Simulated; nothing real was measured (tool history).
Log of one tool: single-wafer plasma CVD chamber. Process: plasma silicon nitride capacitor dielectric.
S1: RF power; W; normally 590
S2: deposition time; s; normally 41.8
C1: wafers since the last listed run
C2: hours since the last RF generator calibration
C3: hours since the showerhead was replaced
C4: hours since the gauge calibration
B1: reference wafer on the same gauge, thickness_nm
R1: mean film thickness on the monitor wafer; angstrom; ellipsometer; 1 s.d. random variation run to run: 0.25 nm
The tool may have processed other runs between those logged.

| run | hour | S1 | S2 | C1 | C2 | C3 | C4 | B1 | R1 |
|---|---|---|---|---|---|---|---|---|---|
| 1 | 0.0 | 590 | 41.8 | 0 | 923.4 | 5260.4 | 7.5 | 51.006 | 631.98 |
| 2 | 18.1 | 590 | 41.8 | 248 | 941.5 | 5278.5 | 25.6 | 51.002 | 636.15 |
| 3 | 39.3 | 590 | 41.8 | 290 | 962.7 | 5299.7 | 46.8 | 50.978 | 633.16 |
| 4 | 61.8 | 680 | 41.8 | 308 | 985.2 | 5322.2 | 69.3 | 50.993 | 672.24 |
| 5 | 84.7 | 680 | 41.8 | 314 | 1008.1 | 5345.1 | 92.2 | 50.995 | 676.24 |
| 6 | 111.1 | 680 | 41.8 | 362 | 1034.5 | 5371.5 | 118.6 | 51.019 | 671.98 |
| 7 | 152.3 | 590 | 41.8 | 565 | 1075.7 | 5412.7 | 159.8 | 50.953 | 639.72 |
| 8 | 181.4 | 590 | 41.8 | 399 | 1104.8 | 5441.8 | 188.9 | 51.040 | 632.27 |
| 9 | 209.1 | 590 | 41.8 | 380 | 1132.5 | 5469.5 | 216.6 | 50.996 | 637.36 |
| 10 | 221.9 | 590 | 35.9 | 175 | 1145.3 | 5482.3 | 229.4 | 50.957 | 547.00 |
| 11 | 236.7 | 590 | 35.9 | 203 | 1160.1 | 5497.1 | 244.2 | 50.976 | 544.67 |
|  | 252.7 | showerhead replaced |
| 12 | 262.7 | 590 | 35.9 | 247 | 1186.1 | 10.0 | 270.2 | 50.971 | 548.09 |
| 13 | 289.2 | 590 | 48.0 | 363 | 1212.6 | 36.5 | 296.7 | 50.983 | 732.94 |

Run 14, settings as shown, results not yet in. Your forecast:
|  | 322.2 | RF generator calibrated |
| 14 | 374.0 | 675 | 34.9 | 1053 | 51.8 | 121.3 | 381.5 | ? | ? |

Run 14 produced B1 51.011, R1 561.76 angstrom.
Were there no unlogged condition in the tool, this run, its random variation unchanged, would have produced R1 561.76 angstrom.

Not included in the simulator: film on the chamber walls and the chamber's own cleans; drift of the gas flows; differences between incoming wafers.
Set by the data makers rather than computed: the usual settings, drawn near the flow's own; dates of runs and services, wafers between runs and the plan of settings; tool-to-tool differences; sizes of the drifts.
